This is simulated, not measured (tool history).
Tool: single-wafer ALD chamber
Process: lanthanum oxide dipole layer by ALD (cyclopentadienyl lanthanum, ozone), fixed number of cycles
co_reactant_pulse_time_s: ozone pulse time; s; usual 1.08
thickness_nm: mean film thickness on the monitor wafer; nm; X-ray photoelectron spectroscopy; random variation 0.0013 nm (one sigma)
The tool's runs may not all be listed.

run,hour,co_reactant_pulse_time_s,wafers since the last listed run,hours since the last thermocouple change,hours since the last ozone generator service,hours since the showerhead was replaced,hours since the gauge calibration,"read-back reference wafer on the same gauge, thickness_nm",thickness_nm
1,0,1.08,0,876.6,589.5,5588.3,276.8,0.431,0.505
2,28.5,1.08,411,905.1,618,5616.8,305.3,0.431,0.503
3,53.7,1.08,363,930.3,643.2,5642,330.5,0.431,0.503
4,76.3,1.31,326,952.9,665.8,5664.6,353.1,0.431,0.523
5,108.6,1.08,466,985.2,698.1,5696.9,385.4,0.431,0.499
6,130.2,1.35,311,1006.8,719.7,5718.5,407,0.431,0.522
7,152.9,1.35,327,1029.5,742.4,5741.2,429.7,0.431,0.523
8,182.9,1.08,433,1059.5,772.4,5771.2,459.7,0.431,0.497
9,217,1.08,492,1093.6,806.5,5805.3,493.8,0.431,0.496
# hour 250.3: gauge calibrated
10,252.3,1.27,509,1128.9,841.8,5840.6,2,0.431,0.512
# hour 263.9: thermocouple changed; heater temperature recalibrated
11,274.5,0.81,205,10.6,864,5862.8,24.2,0.432,0.457
12,295.8,1.33,307,31.9,885.3,5884.1,45.5,0.431,0.515
13,314.3,1.08,267,50.4,903.8,5902.6,64,0.432,0.492

Forecast run 14:
# hour 323.4: showerhead replaced
# hour 347.5: ozone generator serviced
14,395.3,1.46,938,131.4,47.8,71.9,145,?,?

Run 14 gave read-back reference wafer on the same gauge, thickness_nm 0.431, thickness_nm 0.539 nm.
Without the tool's hidden state the same run would have given thickness_nm 0.54 nm.
